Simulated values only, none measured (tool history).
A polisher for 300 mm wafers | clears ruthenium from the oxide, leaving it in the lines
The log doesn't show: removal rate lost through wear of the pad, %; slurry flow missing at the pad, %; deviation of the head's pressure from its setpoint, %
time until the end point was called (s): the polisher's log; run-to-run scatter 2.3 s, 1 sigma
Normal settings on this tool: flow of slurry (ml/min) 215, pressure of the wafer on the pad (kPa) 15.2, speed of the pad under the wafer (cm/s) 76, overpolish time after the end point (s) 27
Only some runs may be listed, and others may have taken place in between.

run     day  flow of slurry (ml/min)  pressure of the wafer on the pad (kPa)  speed of the pad under the wafer (cm/s)  overpolish time after the end point (s)  wafers since the last listed run  wafers polished on this pad  hours since the slurry nozzle was cleaned  hours since the head pressure was calibrated  incoming thickness of the incoming film, nm  time until the end point was called (s)
  1   0.000                      215                                    15.2                                       76                                       27                                 0                          605                                      234.7                                         506.1                                        110.1                                    138.3
  2   2.904                      215                                    15.2                                       76                                       27                               413                         1018                                      304.4                                         575.8                                        109.9                                    139.9
      4.267  -- worn pad replaced by a new one
  3   4.288                      215                                    15.2                                       76                                       27                               173                            3                                      337.6                                         609.0                                        111.7                                    136.6
      5.838  -- slurry nozzle cleaned
  4   6.829                      215                                    15.2                                       76                                       27                               356                          359                                       23.8                                         670.0                                        110.0                                    142.8
  5   9.521                      215                                    15.2                                       76                                       27                               383                          742                                       88.4                                         734.6                                        109.5                                    148.8
     11.621  -- slurry nozzle cleaned, repeated, since the last time left the tool worse
  6  11.804                      185                                    15.2                                       76                                       27                               319                         1061                                        4.4                                         789.4                                        112.0                                    141.4
     14.096  -- worn pad replaced by a new one
  7  14.283                      185                                    15.2                                       76                                       27                               329                           26                                       63.9                                         848.9                                        109.9                                    136.8
  8  15.962                      275                                    20.7                                       70                                       11                               239                          265                                      104.2                                         889.2                                        110.2                                    109.2
  9  17.054                      180                                    11.0                                       52                                       12                               155                          421                                      130.4                                         915.4                                        109.8                                    262.2
     17.654  -- head pressure recalibrated
 10  18.954                      215                                    16.5                                       54                                       27                               258                          679                                      176.0                                          31.2                                        110.0                                    177.0
 11  21.171                      215                                    15.2                                       76                                       27                               315                          995                                      229.2                                          84.4                                        111.7                                    138.2
     22.458  -- worn pad replaced by a new one
 12  23.800                      270                                    15.2                                       76                                       27                               350                          191                                      292.3                                         147.5                                        111.3                                    132.9
 13  26.246                      215                                    15.2                                       76                                       12                               348                          539                                      351.0                                         206.2                                        108.3                                    133.9
     26.567  -- slurry nozzle cleaned
 14  27.704                      215                                    15.2                                       76                                       27                               201                          741                                       27.3                                         241.2                                        109.5                                    134.4

Consider 4 possible next runs. They are alternatives, not a sequence: every one starts from the tool as it was left by run 14. What does each give?
  A  27.725                      215                                    15.2                                       76                                       27                                 2                          744                                       27.8                                         241.7                                        109.2                                        ?
  B  27.725                      180                                    11.7                                       58                                       16                                 2                          744                                       27.8                                         241.7                                        109.2                                        ?
  C  27.725                      255                                    11.7                                       90                                       22                                 2                          744                                       27.8                                         241.7                                        109.2                                        ?
  D  27.725                      280                                    15.2                                       58                                       36                                 2                          744                                       27.8                                         241.7                                        109.2                                        ?

run  time until the end point was called (s)
  A                                    127.0
  B                                    208.8
  C                                    128.8
  D                                    161.6
The same runs, with their run-to-run variation unchanged, on a tool lacking any hidden condition would have given:
run  time until the end point was called (s)
  A                                    126.5
  B                                    207.9
  C                                    128.5
  D                                    161.2

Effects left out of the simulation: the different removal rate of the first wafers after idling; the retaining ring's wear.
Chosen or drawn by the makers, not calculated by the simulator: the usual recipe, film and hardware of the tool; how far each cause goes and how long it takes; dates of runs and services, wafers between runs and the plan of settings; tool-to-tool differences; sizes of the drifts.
